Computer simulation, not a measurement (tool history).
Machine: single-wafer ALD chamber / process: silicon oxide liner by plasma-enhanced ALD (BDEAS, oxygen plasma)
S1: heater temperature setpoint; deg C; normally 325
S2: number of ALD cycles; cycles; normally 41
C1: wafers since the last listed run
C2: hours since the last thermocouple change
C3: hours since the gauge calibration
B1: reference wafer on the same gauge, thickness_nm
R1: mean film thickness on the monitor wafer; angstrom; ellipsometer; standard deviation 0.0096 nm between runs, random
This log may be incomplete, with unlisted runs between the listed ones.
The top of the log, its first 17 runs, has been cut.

Run 18, hour 765.9: usual settings; C1 353; C2 1401.4; C3 597.7; B1 4.140. Result: R1 38.97 angstrom.
Run 19, hour 803.7: usual settings but S1 336 deg C, S2 35 cycles; C1 263; C2 1439.2; C3 635.5; B1 4.141. Result: R1 32.80 angstrom.
Run 20, hour 840.7: usual settings but S1 336 deg C, S2 35 cycles; C1 257; C2 1476.2; C3 672.5; B1 4.141. Result: R1 32.62 angstrom.
Run 21, hour 955.3: usual settings but S1 336 deg C, S2 35 cycles; C1 798; C2 1590.8; C3 787.1; B1 4.141. Result: R1 32.71 angstrom.
At hour 1022.3: thermocouple changed; heater temperature recalibrated.
Run 22, hour 1023.1: usual settings but S1 318 deg C, S2 33 cycles; C1 416; C2 0.8; C3 854.9; B1 4.139. Result: R1 31.88 angstrom.
Run 23, hour 1082.1: usual settings but S1 312 deg C, S2 49 cycles; C1 411; C2 59.8; C3 913.9; B1 4.138. Result: R1 47.54 angstrom.
Run 24, hour 1121.7: usual settings but S1 337 deg C, S2 46 cycles; C1 276; C2 99.4; C3 953.5; B1 4.141. Result: R1 43.01 angstrom.
Run 25, hour 1152.9: usual settings; C1 217; C2 130.6; C3 984.7; B1 4.141. Result: R1 39.15 angstrom.
Run 26, hour 1179.8: usual settings but S1 337 deg C; C1 187; C2 157.5; C3 1011.6; B1 4.137. Result: R1 38.28 angstrom.
Run 27, hour 1243.0: usual settings but S1 312 deg C, S2 44 cycles; C1 440; C2 220.7; C3 1074.8; B1 4.140. Result: R1 42.82 angstrom.
Run 28, hour 1278.2: usual settings; C1 245; C2 255.9; C3 1110.0; B1 4.140. Result: R1 39.04 angstrom.
Run 29, hour 1338.8: usual settings but S1 335 deg C, S2 34 cycles; C1 422; C2 316.5; C3 1170.6; B1 4.139. Result: R1 31.75 angstrom.
At hour 1369.8: gauge calibrated.
Run 30, hour 1393.8: usual settings but S1 338 deg C, S2 37 cycles; C1 383; C2 371.5; C3 24.0; B1 4.143. Result: R1 34.45 angstrom.
Run 31, hour 1427.8: usual settings; C1 236; C2 405.5; C3 58.0; B1 4.139. Result: R1 38.89 angstrom.
Run 32, hour 1466.6: usual settings but S2 46 cycles; C1 270; C2 444.3; C3 96.8; B1 4.142. Result: R1 43.74 angstrom.
Run 33, hour 1523.7: usual settings but S1 336 deg C, S2 33 cycles; C1 397; C2 501.4; C3 153.9; B1 4.138. Result: R1 30.97 angstrom.
Run 34, hour 1563.4: usual settings but S1 317 deg C, S2 46 cycles; C1 276; C2 541.1; C3 193.6; B1 4.138. Result: R1 44.33 angstrom.
Run 35, hour 1601.1: usual settings but S1 321 deg C, S2 45 cycles; C1 262; C2 578.8; C3 231.3; B1 4.137. Result: R1 42.99 angstrom.
Run 36, hour 1648.9: usual settings but S2 35 cycles; C1 333; C2 626.6; C3 279.1; B1 4.139. Result: R1 33.38 angstrom.
Run 37, hour 1696.3: usual settings but S1 317 deg C, S2 47 cycles; C1 330; C2 674.0; C3 326.5; B1 4.141. Result: R1 45.40 angstrom.
Run 38, hour 1768.3: usual settings but S1 310 deg C; C1 501; C2 746.0; C3 398.5; B1 4.143. Result: R1 40.16 angstrom.
Run 39, hour 1837.5: usual settings; C1 482; C2 815.2; C3 467.7; B1 4.139. Result: R1 39.13 angstrom.
Run 40, hour 1871.7: usual settings but S1 313 deg C, S2 47 cycles; C1 238; C2 849.4; C3 501.9; B1 4.138. Result: R1 45.63 angstrom.
Run 41, hour 1921.7: usual settings but S1 340 deg C, S2 45 cycles; C1 348; C2 899.4; C3 551.9; B1 4.138. Result: R1 41.75 angstrom.
Run 42, hour 2117.1: usual settings but S1 334 deg C, S2 45 cycles; C1 1361; C2 1094.8; C3 747.3; B1 4.141. Result: R1 42.16 angstrom.

Each row is a separate what-if for the run after 42, all from the same tool condition, not one after another. Results?
Run A, hour 2117.6: usual settings but S2 37 cycles; C1 3; C2 1095.3; C3 747.8; B1 ?. Result: R1 ?.
Run B, hour 2117.6: usual settings but S1 321 deg C, S2 37 cycles; C1 3; C2 1095.3; C3 747.8; B1 ?. Result: R1 ?.
Run C, hour 2117.6: usual settings but S1 339 deg C, S2 45 cycles; C1 3; C2 1095.3; C3 747.8; B1 ?. Result: R1 ?.
Run D, hour 2117.6: usual settings but S1 320 deg C, S2 37 cycles; C1 3; C2 1095.3; C3 747.8; B1 ?. Result: R1 ?.

run     B1     R1
  A  4.142  35.14
  B  4.142  35.37
  C  4.142  41.75
  D  4.142  35.43
Without the tool's hidden state the same runs would have given:
run     R1
  A  35.14
  B  35.37
  C  41.75
  D  35.43

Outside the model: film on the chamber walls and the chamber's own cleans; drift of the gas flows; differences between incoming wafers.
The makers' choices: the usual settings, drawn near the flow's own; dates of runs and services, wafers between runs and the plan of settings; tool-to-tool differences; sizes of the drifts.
